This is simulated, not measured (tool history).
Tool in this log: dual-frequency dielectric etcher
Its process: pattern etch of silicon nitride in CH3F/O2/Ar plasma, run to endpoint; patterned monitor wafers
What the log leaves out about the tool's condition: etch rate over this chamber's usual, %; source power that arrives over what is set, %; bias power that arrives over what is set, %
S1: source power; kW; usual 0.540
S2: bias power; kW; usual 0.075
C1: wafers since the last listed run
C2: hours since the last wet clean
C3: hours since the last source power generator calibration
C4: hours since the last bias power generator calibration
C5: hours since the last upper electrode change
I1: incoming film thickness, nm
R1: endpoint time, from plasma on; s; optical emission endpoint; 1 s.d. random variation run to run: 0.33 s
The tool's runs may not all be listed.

run 1 day=0.000 | S1=0.540 S2=0.075 | C1=0 C2=129.8 C3=1624.6 C4=1910.3 C5=2021.6 | I1=32.95 | R1=41.2
run 2 day=1.475 | S1=0.540 S2=0.075 | C1=251 C2=165.2 C3=1660.0 C4=1945.7 C5=2057.0 | I1=33.22 | R1=40.4
run 3 day=3.850 | S1=0.540 S2=0.075 | C1=404 C2=222.2 C3=1717.0 C4=2002.7 C5=2114.0 | I1=33.10 | R1=41.1
run 4 day=6.717 | S1=0.540 S2=0.075 | C1=488 C2=291.0 C3=1785.8 C4=2071.5 C5=2182.8 | I1=32.87 | R1=40.2
run 5 day=8.371 | S1=0.540 S2=0.075 | C1=282 C2=330.7 C3=1825.5 C4=2111.2 C5=2222.5 | I1=33.32 | R1=40.6
run 6 day=11.362 | S1=0.540 S2=0.075 | C1=510 C2=402.5 C3=1897.3 C4=2183.0 C5=2294.3 | I1=32.93 | R1=39.7
run 7 day=14.254 | S1=0.540 S2=0.075 | C1=492 C2=471.9 C3=1966.7 C4=2252.4 C5=2363.7 | I1=33.21 | R1=40.5
-- day=15.638 source power generator calibrated
-- day=16.475 wet clean of the chamber
run 8 day=16.496 | S1=0.500 S2=0.058 | C1=211 C2=0.5 C3=20.6 C4=2306.2 C5=2417.5 | I1=33.01 | R1=42.9
run 9 day=17.912 | S1=0.480 S2=0.093 | C1=241 C2=34.5 C3=54.6 C4=2340.2 C5=2451.5 | I1=32.89 | R1=40.3
-- day=20.054 upper electrode replaced
-- day=20.346 bias power generator calibrated
run 10 day=20.704 | S1=0.420 S2=0.091 | C1=277 C2=101.5 C3=121.6 C4=8.6 C5=15.6 | I1=33.02 | R1=43.4
-- day=22.225 wet clean of the chamber, repeated, since the last time left the tool worse
run 11 day=22.738 | S1=0.600 S2=0.085 | C1=176 C2=12.3 C3=170.4 C4=57.4 C5=64.4 | I1=33.31 | R1=38.0
run 12 day=23.892 | S1=0.540 S2=0.059 | C1=196 C2=40.0 C3=198.1 C4=85.1 C5=92.1 | I1=32.79 | R1=42.8
run 13 day=26.588 | S1=0.490 S2=0.084 | C1=459 C2=104.7 C3=262.8 C4=149.8 C5=156.8 | I1=33.13 | R1=42.3
run 14 day=29.292 | S1=0.540 S2=0.075 | C1=461 C2=169.6 C3=327.7 C4=214.7 C5=221.7 | I1=33.05 | R1=41.0
run 15 day=30.662 | S1=0.490 S2=0.084 | C1=233 C2=202.5 C3=360.6 C4=247.6 C5=254.6 | I1=33.08 | R1=42.4

Give the tool's hidden conditions for every run:
source power that arrives over what is set, %: 0, the same for each run
bias power that arrives over what is set, %: 0, the same for each run
H1: etch rate over this chamber's usual, %
run=1 H1=0.676
run=2 H1=0.914
run=3 H1=1.3
run=4 H1=1.76
run=5 H1=2.03
run=6 H1=2.51
run=7 H1=2.98
run=8 H1=5.97
run=9 H1=6.2
run=10 H1=6.65
run=11 H1=0.229
run=12 H1=0.416
run=13 H1=0.851
run=14 H1=1.29
run=15 H1=1.51

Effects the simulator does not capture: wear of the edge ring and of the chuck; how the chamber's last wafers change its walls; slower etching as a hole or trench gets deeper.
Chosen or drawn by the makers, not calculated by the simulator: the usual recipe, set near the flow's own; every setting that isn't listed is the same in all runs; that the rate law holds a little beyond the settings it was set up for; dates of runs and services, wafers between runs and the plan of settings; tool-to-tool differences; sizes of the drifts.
